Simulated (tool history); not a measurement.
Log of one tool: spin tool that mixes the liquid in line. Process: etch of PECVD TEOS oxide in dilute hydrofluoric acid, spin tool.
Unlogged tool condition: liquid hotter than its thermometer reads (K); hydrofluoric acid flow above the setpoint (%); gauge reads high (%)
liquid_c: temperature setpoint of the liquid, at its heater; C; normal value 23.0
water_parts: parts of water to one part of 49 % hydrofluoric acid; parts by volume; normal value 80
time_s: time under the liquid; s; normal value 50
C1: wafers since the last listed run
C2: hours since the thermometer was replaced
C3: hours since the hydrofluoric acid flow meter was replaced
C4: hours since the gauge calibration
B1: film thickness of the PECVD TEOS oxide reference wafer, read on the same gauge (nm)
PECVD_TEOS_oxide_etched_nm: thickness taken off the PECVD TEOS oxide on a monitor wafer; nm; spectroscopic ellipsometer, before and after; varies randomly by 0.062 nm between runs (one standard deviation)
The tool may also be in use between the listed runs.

run 1 hour=0.0 | liquid_c=23.0 water_parts=80 time_s=50 | C1=0 C2=1358.8 C3=760.9 C4=383.7 | B1=70.05 | PECVD_TEOS_oxide_etched_nm=7.24
run 2 hour=26.4 | liquid_c=23.0 water_parts=80 time_s=50 | C1=250 C2=1385.2 C3=787.3 C4=410.1 | B1=69.93 | PECVD_TEOS_oxide_etched_nm=7.26
run 3 hour=81.5 | liquid_c=23.0 water_parts=80 time_s=50 | C1=522 C2=1440.3 C3=842.4 C4=465.2 | B1=70.05 | PECVD_TEOS_oxide_etched_nm=7.13
run 4 hour=112.2 | liquid_c=23.0 water_parts=95 time_s=50 | C1=291 C2=1471.0 C3=873.1 C4=495.9 | B1=70.02 | PECVD_TEOS_oxide_etched_nm=5.99
run 5 hour=150.5 | liquid_c=23.0 water_parts=95 time_s=50 | C1=363 C2=1509.3 C3=911.4 C4=534.2 | B1=70.03 | PECVD_TEOS_oxide_etched_nm=5.99
run 6 hour=203.3 | liquid_c=23.0 water_parts=95 time_s=50 | C1=500 C2=1562.1 C3=964.2 C4=587.0 | B1=70.05 | PECVD_TEOS_oxide_etched_nm=5.93
run 7 hour=272.1 | liquid_c=23.0 water_parts=60 time_s=50 | C1=652 C2=1630.9 C3=1033.0 C4=655.8 | B1=70.02 | PECVD_TEOS_oxide_etched_nm=9.94
run 8 hour=315.5 | liquid_c=19.5 water_parts=50 time_s=50 | C1=411 C2=1674.3 C3=1076.4 C4=699.2 | B1=69.96 | PECVD_TEOS_oxide_etched_nm=10.31
-- hour=337.4 hydrofluoric acid flow meter replaced
run 9 hour=425.7 | liquid_c=23.0 water_parts=80 time_s=50 | C1=1035 C2=1784.5 C3=88.3 C4=809.4 | B1=69.97 | PECVD_TEOS_oxide_etched_nm=7.21
run 10 hour=496.7 | liquid_c=24.5 water_parts=115 time_s=60 | C1=673 C2=1855.5 C3=159.3 C4=880.4 | B1=69.98 | PECVD_TEOS_oxide_etched_nm=6.19
run 11 hour=551.5 | liquid_c=23.0 water_parts=80 time_s=50 | C1=519 C2=1910.3 C3=214.1 C4=935.2 | B1=70.03 | PECVD_TEOS_oxide_etched_nm=7.29
-- hour=572.8 thermometer replaced
run 12 hour=596.8 | liquid_c=19.5 water_parts=80 time_s=50 | C1=420 C2=24.0 C3=259.4 C4=980.5 | B1=69.98 | PECVD_TEOS_oxide_etched_nm=6.09
run 13 hour=648.1 | liquid_c=23.0 water_parts=80 time_s=50 | C1=486 C2=75.3 C3=310.7 C4=1031.8 | B1=70.03 | PECVD_TEOS_oxide_etched_nm=7.09
run 14 hour=698.2 | liquid_c=18.5 water_parts=60 time_s=50 | C1=475 C2=125.4 C3=360.8 C4=1081.9 | B1=70.01 | PECVD_TEOS_oxide_etched_nm=7.85
run 15 hour=759.5 | liquid_c=23.0 water_parts=80 time_s=65 | C1=581 C2=186.7 C3=422.1 C4=1143.2 | B1=70.01 | PECVD_TEOS_oxide_etched_nm=9.08
run 16 hour=800.8 | liquid_c=23.0 water_parts=80 time_s=70 | C1=391 C2=228.0 C3=463.4 C4=1184.5 | B1=70.01 | PECVD_TEOS_oxide_etched_nm=9.74
run 17 hour=862.2 | liquid_c=21.5 water_parts=105 time_s=25 | C1=582 C2=289.4 C3=524.8 C4=1245.9 | B1=69.99 | PECVD_TEOS_oxide_etched_nm=2.44
run 18 hour=924.2 | liquid_c=23.0 water_parts=80 time_s=50 | C1=587 C2=351.4 C3=586.8 C4=1307.9 | B1=69.97 | PECVD_TEOS_oxide_etched_nm=7.06
-- hour=975.3 gauge calibrated
run 19 hour=991.0 | liquid_c=27.5 water_parts=100 time_s=40 | C1=633 C2=418.2 C3=653.6 C4=15.7 | B1=69.95 | PECVD_TEOS_oxide_etched_nm=5.22
run 20 hour=1049.3 | liquid_c=21.0 water_parts=120 time_s=50 | C1=552 C2=476.5 C3=711.9 C4=74.0 | B1=69.95 | PECVD_TEOS_oxide_etched_nm=4.18
run 21 hour=1082.6 | liquid_c=21.5 water_parts=95 time_s=80 | C1=315 C2=509.8 C3=745.2 C4=107.3 | B1=69.96 | PECVD_TEOS_oxide_etched_nm=8.74
run 22 hour=1131.5 | liquid_c=23.0 water_parts=80 time_s=20 | C1=463 C2=558.7 C3=794.1 C4=156.2 | B1=69.97 | PECVD_TEOS_oxide_etched_nm=2.80
run 23 hour=1168.3 | liquid_c=23.0 water_parts=100 time_s=50 | C1=348 C2=595.5 C3=830.9 C4=193.0 | B1=69.98 | PECVD_TEOS_oxide_etched_nm=5.50
run 24 hour=1231.9 | liquid_c=21.0 water_parts=60 time_s=35 | C1=603 C2=659.1 C3=894.5 C4=256.6 | B1=70.03 | PECVD_TEOS_oxide_etched_nm=6.23
run 25 hour=1262.9 | liquid_c=25.5 water_parts=80 time_s=50 | C1=293 C2=690.1 C3=925.5 C4=287.6 | B1=69.95 | PECVD_TEOS_oxide_etched_nm=7.80
run 26 hour=1292.4 | liquid_c=23.0 water_parts=80 time_s=60 | C1=279 C2=719.6 C3=955.0 C4=317.1 | B1=70.03 | PECVD_TEOS_oxide_etched_nm=8.47
run 27 hour=1360.5 | liquid_c=18.0 water_parts=80 time_s=20 | C1=645 C2=787.7 C3=1023.1 C4=385.2 | B1=70.06 | PECVD_TEOS_oxide_etched_nm=2.30
run 28 hour=1396.7 | liquid_c=20.0 water_parts=65 time_s=50 | C1=343 C2=823.9 C3=1059.3 C4=421.4 | B1=70.01 | PECVD_TEOS_oxide_etched_nm=7.75
run 29 hour=1422.1 | liquid_c=25.5 water_parts=80 time_s=65 | C1=240 C2=849.3 C3=1084.7 C4=446.8 | B1=70.03 | PECVD_TEOS_oxide_etched_nm=10.02
run 30 hour=1474.1 | liquid_c=19.0 water_parts=65 time_s=35 | C1=493 C2=901.3 C3=1136.7 C4=498.8 | B1=69.98 | PECVD_TEOS_oxide_etched_nm=5.30
run 31 hour=1540.5 | liquid_c=23.0 water_parts=80 time_s=50 | C1=629 C2=967.7 C3=1203.1 C4=565.2 | B1=70.02 | PECVD_TEOS_oxide_etched_nm=7.08
run 32 hour=1572.4 | liquid_c=28.0 water_parts=80 time_s=60 | C1=302 C2=999.6 C3=1235.0 C4=597.1 | B1=70.06 | PECVD_TEOS_oxide_etched_nm=10.44

Branching from run 32: 5 alternative next runs. What would each branch give?
run A hour=1572.8 | liquid_c=23.0 water_parts=55 time_s=50 | C1=3 C2=1000.0 C3=1235.4 C4=597.5 | B1=? | PECVD_TEOS_oxide_etched_nm=?
run B hour=1572.8 | liquid_c=20.5 water_parts=60 time_s=40 | C1=3 C2=1000.0 C3=1235.4 C4=597.5 | B1=? | PECVD_TEOS_oxide_etched_nm=?
run C hour=1572.8 | liquid_c=27.5 water_parts=55 time_s=50 | C1=3 C2=1000.0 C3=1235.4 C4=597.5 | B1=? | PECVD_TEOS_oxide_etched_nm=?
run D hour=1572.8 | liquid_c=23.0 water_parts=45 time_s=70 | C1=3 C2=1000.0 C3=1235.4 C4=597.5 | B1=? | PECVD_TEOS_oxide_etched_nm=?
run E hour=1572.8 | liquid_c=23.0 water_parts=80 time_s=35 | C1=3 C2=1000.0 C3=1235.4 C4=597.5 | B1=? | PECVD_TEOS_oxide_etched_nm=?

run=A B1=70.00 PECVD_TEOS_oxide_etched_nm=10.86
run=B B1=70.00 PECVD_TEOS_oxide_etched_nm=7.13
run=C B1=70.00 PECVD_TEOS_oxide_etched_nm=13.02
run=D B1=70.00 PECVD_TEOS_oxide_etched_nm=18.82
run=E B1=70.00 PECVD_TEOS_oxide_etched_nm=5.06
Without the tool's hidden state the same runs would have given:
run=A PECVD_TEOS_oxide_etched_nm=10.60
run=B PECVD_TEOS_oxide_etched_nm=6.96
run=C PECVD_TEOS_oxide_etched_nm=12.72
run=D PECVD_TEOS_oxide_etched_nm=18.37
run=E PECVD_TEOS_oxide_etched_nm=4.94

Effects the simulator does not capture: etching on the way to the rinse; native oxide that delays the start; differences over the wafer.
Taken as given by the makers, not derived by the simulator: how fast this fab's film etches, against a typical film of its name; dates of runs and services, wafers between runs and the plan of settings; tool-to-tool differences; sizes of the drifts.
